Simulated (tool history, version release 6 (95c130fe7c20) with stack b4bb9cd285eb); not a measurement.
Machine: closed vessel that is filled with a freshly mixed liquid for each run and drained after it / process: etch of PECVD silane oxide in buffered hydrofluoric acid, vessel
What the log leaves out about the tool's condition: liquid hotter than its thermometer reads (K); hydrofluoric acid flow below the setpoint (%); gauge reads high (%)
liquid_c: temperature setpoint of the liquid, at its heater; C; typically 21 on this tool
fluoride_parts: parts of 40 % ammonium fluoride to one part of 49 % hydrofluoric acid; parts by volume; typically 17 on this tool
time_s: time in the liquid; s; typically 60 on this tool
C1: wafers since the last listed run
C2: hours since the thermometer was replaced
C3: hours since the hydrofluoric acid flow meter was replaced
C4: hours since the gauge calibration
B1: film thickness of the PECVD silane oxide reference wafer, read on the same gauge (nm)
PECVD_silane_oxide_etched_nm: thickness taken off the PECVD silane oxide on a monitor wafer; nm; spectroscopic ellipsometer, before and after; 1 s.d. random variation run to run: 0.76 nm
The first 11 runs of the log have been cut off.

run 12 day=5.592 | liquid_c=21 fluoride_parts=17 time_s=40 | C1=2318 C2=1022.9 C3=1870.2 C4=243.8 | B1=79.97 | PECVD_silane_oxide_etched_nm=88.24
-- day=5.671 gauge calibrated
run 13 day=6.304 | liquid_c=23.5 fluoride_parts=17 time_s=60 | C1=2318 C2=1040 C3=1887.3 C4=15.2 | B1=80.01 | PECVD_silane_oxide_etched_nm=153.03
run 14 day=6.725 | liquid_c=24 fluoride_parts=17 time_s=60 | C1=1369 C2=1050.1 C3=1897.4 C4=25.3 | B1=80.04 | PECVD_silane_oxide_etched_nm=156.46
run 15 day=7.371 | liquid_c=24 fluoride_parts=17 time_s=60 | C1=2101 C2=1065.6 C3=1912.9 C4=40.8 | B1=80.02 | PECVD_silane_oxide_etched_nm=157.37
run 16 day=7.662 | liquid_c=22.5 fluoride_parts=14.5 time_s=40 | C1=949 C2=1072.6 C3=1919.9 C4=47.8 | B1=80.04 | PECVD_silane_oxide_etched_nm=113.08
run 17 day=8.333 | liquid_c=19 fluoride_parts=17 time_s=85 | C1=2182 C2=1088.7 C3=1936 C4=63.9 | B1=79.99 | PECVD_silane_oxide_etched_nm=167.52
run 18 day=8.962 | liquid_c=21 fluoride_parts=17 time_s=60 | C1=2047 C2=1103.8 C3=1951.1 C4=79 | B1=80 | PECVD_silane_oxide_etched_nm=132.4
run 19 day=9.462 | liquid_c=23.5 fluoride_parts=23.5 time_s=80 | C1=1626 C2=1115.8 C3=1963.1 C4=91 | B1=79.99 | PECVD_silane_oxide_etched_nm=159.61
run 20 day=10.079 | liquid_c=24 fluoride_parts=10.5 time_s=60 | C1=2006 C2=1130.6 C3=1977.9 C4=105.8 | B1=79.98 | PECVD_silane_oxide_etched_nm=250.44

Run 21 is up next; what results do you expect?
-- day=10.588 thermometer replaced
run 21 day=10.712 | liquid_c=21 fluoride_parts=17 time_s=60 | C1=1925 C2=3 C3=1993.1 C4=121 | B1=? | PECVD_silane_oxide_etched_nm=?

B1: 79.97
PECVD_silane_oxide_etched_nm: 131.91 nm
The same run, on a tool lacking any hidden state, would have yielded PECVD_silane_oxide_etched_nm 150.86 nm.

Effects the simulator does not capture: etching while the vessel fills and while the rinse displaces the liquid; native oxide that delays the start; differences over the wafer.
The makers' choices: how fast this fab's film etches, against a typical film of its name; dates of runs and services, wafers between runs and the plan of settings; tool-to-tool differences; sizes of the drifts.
